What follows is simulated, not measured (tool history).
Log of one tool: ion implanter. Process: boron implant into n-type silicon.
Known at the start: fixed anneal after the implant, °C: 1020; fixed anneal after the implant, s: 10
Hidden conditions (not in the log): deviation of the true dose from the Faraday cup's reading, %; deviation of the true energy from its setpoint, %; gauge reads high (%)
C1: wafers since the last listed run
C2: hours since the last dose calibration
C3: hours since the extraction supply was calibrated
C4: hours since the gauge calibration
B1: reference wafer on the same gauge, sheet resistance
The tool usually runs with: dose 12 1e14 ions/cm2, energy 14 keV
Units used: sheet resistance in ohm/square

Run 1, hour 0: usual settings but dose 11.18 1e14 ions/cm2, energy 16 keV; C1 0; C2 1269.8; C3 5031.5; C4 181.5; B1 91.94. Result: sheet resistance 117.41 ohm/square.
Run 2, hour 17.6: usual settings but dose 11.18 1e14 ions/cm2, energy 16 keV; C1 222; C2 1287.4; C3 5049.1; C4 199.1; B1 92.12. Result: sheet resistance 116.83 ohm/square.
Run 3, hour 31.2: usual settings but energy 11 keV; C1 171; C2 1301; C3 5062.7; C4 212.7; B1 92.09. Result: sheet resistance 122.91 ohm/square.
Run 4, hour 48: usual settings but energy 11 keV; C1 212; C2 1317.8; C3 5079.5; C4 229.5; B1 92.06. Result: sheet resistance 121.37 ohm/square.
Run 5, hour 54.6: usual settings but energy 11 keV; C1 83; C2 1324.4; C3 5086.1; C4 236.1; B1 91.91. Result: sheet resistance 121.75 ohm/square.
At hour 69.4: Faraday cup replaced and dose calibrated.
Run 6, hour 70: usual settings but energy 16.5 keV; C1 93; C2 0.6; C3 5101.5; C4 251.5; B1 92.05. Result: sheet resistance 110.55 ohm/square.
At hour 76.3: gauge calibrated.
Run 7, hour 85.8: usual settings but energy 16.5 keV; C1 199; C2 16.4; C3 5117.3; C4 9.5; B1 91.94. Result: sheet resistance 111.86 ohm/square.
Run 8, hour 100.3: usual settings but energy 16.5 keV; C1 182; C2 30.9; C3 5131.8; C4 24; B1 92.02. Result: sheet resistance 110.93 ohm/square.
Run 9, hour 116.5: usual settings but dose 13.55 1e14 ions/cm2, energy 12 keV; C1 204; C2 47.1; C3 5148; C4 40.2; B1 92.03. Result: sheet resistance 111.09 ohm/square.
At hour 134.3: extraction supply calibrated.
Run 10, hour 134.8: usual settings but dose 10.36 1e14 ions/cm2, energy 11 keV; C1 129; C2 65.4; C3 0.5; C4 58.5; B1 92.06. Result: sheet resistance 133.6 ohm/square.
Run 11, hour 140: usual settings; C1 65; C2 70.6; C3 5.7; C4 63.7; B1 91.97. Result: sheet resistance 114.34 ohm/square.
Run 12, hour 152.5: usual settings but dose 10.65 1e14 ions/cm2, energy 9.5 keV; C1 157; C2 83.1; C3 18.2; C4 76.2; B1 91.87. Result: sheet resistance 135.52 ohm/square.
Run 13, hour 170: usual settings; C1 220; C2 100.6; C3 35.7; C4 93.7; B1 91.94. Result: sheet resistance 113.76 ohm/square.
Run 14, hour 184.5: usual settings but dose 14.1 1e14 ions/cm2; C1 182; C2 115.1; C3 50.2; C4 108.2; B1 92.02. Result: sheet resistance 103.4 ohm/square.
Run 15, hour 195.7: usual settings; C1 141; C2 126.3; C3 61.4; C4 119.4; B1 91.89. Result: sheet resistance 114.31 ohm/square.
Run 16, hour 208.8: usual settings but dose 10.56 1e14 ions/cm2, energy 12.5 keV; C1 165; C2 139.4; C3 74.5; C4 132.5; B1 91.98. Result: sheet resistance 128.19 ohm/square.
Run 17, hour 219.1: usual settings but dose 15.29 1e14 ions/cm2, energy 16.5 keV; C1 129; C2 149.7; C3 84.8; C4 142.8; B1 91.97. Result: sheet resistance 95.03 ohm/square.

For each entry between runs, how does the tool's hidden state at the last listed run before it compare with that at the first listed run after it?
In the gap between runs 5 and 6: Faraday cup replaced and dose calibrated (hour 69.4)
  both runs share identical hidden conditions
In the gap between runs 6 and 7: gauge calibrated (hour 76.3)
  both runs share identical hidden conditions
In the gap between runs 9 and 10: extraction supply calibrated (hour 134.3)
  both runs share identical hidden conditions

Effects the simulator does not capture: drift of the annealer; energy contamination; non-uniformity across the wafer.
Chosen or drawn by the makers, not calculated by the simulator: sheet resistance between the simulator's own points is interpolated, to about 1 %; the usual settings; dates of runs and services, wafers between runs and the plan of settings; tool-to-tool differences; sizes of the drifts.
